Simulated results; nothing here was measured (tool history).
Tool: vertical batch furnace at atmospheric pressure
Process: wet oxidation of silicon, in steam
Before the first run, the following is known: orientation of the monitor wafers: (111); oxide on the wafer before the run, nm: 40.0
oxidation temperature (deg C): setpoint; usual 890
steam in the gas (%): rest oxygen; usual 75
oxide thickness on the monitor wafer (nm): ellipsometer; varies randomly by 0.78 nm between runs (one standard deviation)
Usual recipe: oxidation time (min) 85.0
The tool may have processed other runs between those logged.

| run | day | oxidation temperature (deg C) | oxidation time (min) | steam in the gas (%) | wafers since the last listed run | hours since the last temperature calibration | hours since the steam generator was serviced | hours since the gauge calibration | read-back reference wafer on the same gauge, thickness | oxide thickness on the monitor wafer (nm) |
|---|---|---|---|---|---|---|---|---|---|---|
| 1 | 0.000 | 901 | 85.0 | 75 | 0 | 2813.5 | 2954.1 | 415.8 | 262.40 | 255.21 |
| 2 | 0.900 | 901 | 85.0 | 75 | 268 | 2835.1 | 2975.7 | 437.4 | 262.89 | 254.16 |
| 3 | 1.612 | 901 | 85.0 | 75 | 212 | 2852.2 | 2992.8 | 454.5 | 262.65 | 252.72 |
| 4 | 2.233 | 881 | 85.0 | 75 | 184 | 2867.1 | 3007.7 | 469.4 | 263.01 | 205.41 |
| 5 | 3.550 | 881 | 85.0 | 75 | 392 | 2898.7 | 3039.3 | 501.0 | 263.15 | 206.12 |
|  | 3.888 | gauge calibrated |
| 6 | 4.429 | 890 | 85.0 | 75 | 261 | 2919.8 | 3060.4 | 13.0 | 262.94 | 226.18 |
| 7 | 5.704 | 890 | 85.0 | 75 | 379 | 2950.4 | 3091.0 | 43.6 | 263.04 | 227.73 |
| 8 | 6.238 | 890 | 85.0 | 75 | 158 | 2963.2 | 3103.8 | 56.4 | 263.28 | 226.87 |
| 9 | 7.296 | 890 | 85.0 | 75 | 315 | 2988.6 | 3129.2 | 81.8 | 262.78 | 225.94 |
| 10 | 7.867 | 890 | 85.0 | 70 | 170 | 3002.3 | 3142.9 | 95.5 | 263.29 | 215.18 |
| 11 | 8.492 | 890 | 85.0 | 75 | 186 | 3017.3 | 3157.9 | 110.5 | 263.32 | 224.83 |
| 12 | 9.538 | 890 | 85.0 | 75 | 311 | 3042.4 | 3183.0 | 135.6 | 263.13 | 224.85 |
| 13 | 10.146 | 890 | 85.0 | 75 | 181 | 3057.0 | 3197.6 | 150.2 | 263.05 | 226.07 |
| 14 | 11.300 | 890 | 103.5 | 75 | 343 | 3084.7 | 3225.3 | 177.9 | 263.44 | 258.41 |
| 15 | 12.225 | 890 | 103.5 | 75 | 275 | 3106.9 | 3247.5 | 200.1 | 262.92 | 257.71 |
| 16 | 13.604 | 895 | 85.0 | 75 | 410 | 3140.0 | 3280.6 | 233.2 | 263.20 | 236.74 |
|  | 15.267 | thermocouples replaced and temperature profile calibrated |
| 17 | 15.288 | 890 | 85.0 | 75 | 203 | 0.5 | 3321.0 | 273.6 | 263.20 | 224.87 |
| 18 | 15.617 | 868 | 85.0 | 87 | 98 | 8.4 | 3328.9 | 281.5 | 262.98 | 196.44 |
| 19 | 16.771 | 890 | 103.0 | 86 | 343 | 36.1 | 3356.6 | 309.2 | 262.75 | 281.39 |
| 20 | 17.721 | 890 | 55.0 | 75 | 283 | 58.9 | 3379.4 | 332.0 | 262.99 | 165.19 |
|  | 20.904 | steam generator serviced |
| 21 | 20.925 | 899 | 111.5 | 67 | 656 | 135.8 | 0.5 | 408.9 | 262.68 | 295.21 |
| 22 | 24.175 | 910 | 61.5 | 68 | 968 | 213.8 | 78.5 | 486.9 | 263.21 | 218.57 |
| 23 | 25.388 | 902 | 85.0 | 68 | 361 | 242.9 | 107.6 | 516.0 | 262.97 | 254.84 |
| 24 | 26.171 | 904 | 119.0 | 75 | 233 | 261.7 | 126.4 | 534.8 | 262.99 | 349.16 |
| 25 | 27.238 | 890 | 49.5 | 65 | 317 | 287.3 | 152.0 | 560.4 | 262.92 | 151.93 |
|  | 27.529 | gauge calibrated |
| 26 | 27.821 | 900 | 85.0 | 75 | 173 | 301.3 | 166.0 | 7.0 | 263.09 | 268.29 |
| 27 | 28.667 | 890 | 126.0 | 81 | 252 | 321.6 | 186.3 | 27.3 | 262.92 | 336.40 |
| 28 | 29.400 | 890 | 85.0 | 75 | 218 | 339.2 | 203.9 | 44.9 | 262.69 | 240.94 |
| 29 | 29.979 | 890 | 56.5 | 87 | 172 | 353.1 | 217.8 | 58.8 | 262.79 | 203.33 |
| 30 | 30.529 | 890 | 85.0 | 75 | 163 | 366.3 | 231.0 | 72.0 | 262.70 | 241.71 |
| 31 | 31.250 | 904 | 49.0 | 81 | 214 | 383.6 | 248.3 | 89.3 | 262.75 | 199.83 |
| 32 | 31.912 | 890 | 48.0 | 83 | 197 | 399.5 | 264.2 | 105.2 | 263.39 | 175.07 |
| 33 | 33.304 | 903 | 57.5 | 80 | 414 | 432.9 | 297.6 | 138.6 | 262.86 | 218.30 |
| 34 | 34.162 | 890 | 85.0 | 75 | 255 | 453.5 | 318.2 | 159.2 | 263.22 | 242.05 |
| 35 | 34.983 | 869 | 97.5 | 64 | 244 | 473.2 | 337.9 | 178.9 | 262.93 | 190.12 |

State the hidden condition of the tool at each of the runs:
true tube temperature minus thermocouple reading, K: 0 across all the runs
gauge reads high (%): 0 across all the runs
H1: steam share off its setpoint, % of the setpoint
| run | H1 |
|---|---|
| 1 | -8.45 |
| 2 | -8.56 |
| 3 | -8.65 |
| 4 | -8.73 |
| 5 | -8.89 |
| 6 | -9.01 |
| 7 | -9.17 |
| 8 | -9.24 |
| 9 | -9.38 |
| 10 | -9.45 |
| 11 | -9.53 |
| 12 | -9.67 |
| 13 | -9.75 |
| 14 | -9.91 |
| 15 | -10 |
| 16 | -10.2 |
| 17 | -10.5 |
| 18 | -10.5 |
| 19 | -10.7 |
| 20 | -10.8 |
| 21 | -0.226 |
| 22 | -0.232 |
| 23 | -0.237 |
| 24 | -0.24 |
| 25 | -0.247 |
| 26 | -0.25 |
| 27 | -0.257 |
| 28 | -0.263 |
| 29 | -0.268 |
| 30 | -0.273 |
| 31 | -0.28 |
| 32 | -0.287 |
| 33 | -0.304 |
| 34 | -0.315 |
| 35 | -0.326 |

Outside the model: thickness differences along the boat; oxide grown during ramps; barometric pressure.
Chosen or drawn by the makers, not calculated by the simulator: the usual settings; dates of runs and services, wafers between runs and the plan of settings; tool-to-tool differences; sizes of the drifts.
